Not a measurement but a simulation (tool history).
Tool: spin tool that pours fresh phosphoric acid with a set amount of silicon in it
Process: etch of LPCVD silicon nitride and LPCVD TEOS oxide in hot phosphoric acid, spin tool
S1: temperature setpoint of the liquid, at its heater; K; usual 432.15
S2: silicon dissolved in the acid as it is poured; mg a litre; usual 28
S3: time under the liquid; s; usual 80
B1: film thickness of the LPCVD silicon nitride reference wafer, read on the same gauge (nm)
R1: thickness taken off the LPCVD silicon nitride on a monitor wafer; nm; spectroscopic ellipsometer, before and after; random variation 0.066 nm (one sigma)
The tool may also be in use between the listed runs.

| run | hour | S1 | S2 | S3 | B1 | R1 |
|---|---|---|---|---|---|---|
| 1 | 0 | 430.65 | 28 | 80 | 130.01 | 5.84 |
|  | 44.8 | dissolved silicon flow meter replaced |
| 2 | 100 | 430.65 | 28 | 80 | 129.95 | 5.69 |
| 3 | 159.8 | 432.15 | 28 | 80 | 130.02 | 6.11 |
| 4 | 333.4 | 432.15 | 28 | 80 | 130 | 6.06 |
| 5 | 373.1 | 432.15 | 28 | 80 | 130.02 | 5.99 |
| 6 | 452.7 | 432.15 | 43.5 | 80 | 130 | 6.06 |
|  | 509.7 | dissolved silicon flow meter replaced |
| 7 | 530.8 | 432.15 | 28 | 80 | 130 | 6 |
| 8 | 621.2 | 432.15 | 28 | 80 | 130.06 | 5.97 |
| 9 | 666.3 | 432.15 | 28 | 80 | 129.99 | 5.94 |
| 10 | 773.4 | 432.15 | 28 | 65 | 129.97 | 4.79 |
|  | 802.5 | thermometer replaced |
|  | 807.1 | heated supply line repaired |
| 11 | 974.8 | 432.15 | 7 | 80 | 129.99 | 6.66 |

The next listed run, before its measurement:
| 12 | 1035.5 | 429.65 | 28 | 80 | ? | ? |

Run 12 gave B1 130.01, R1 6.17 nm.
Without the tool's hidden state the same run would have given R1 6.42 nm.

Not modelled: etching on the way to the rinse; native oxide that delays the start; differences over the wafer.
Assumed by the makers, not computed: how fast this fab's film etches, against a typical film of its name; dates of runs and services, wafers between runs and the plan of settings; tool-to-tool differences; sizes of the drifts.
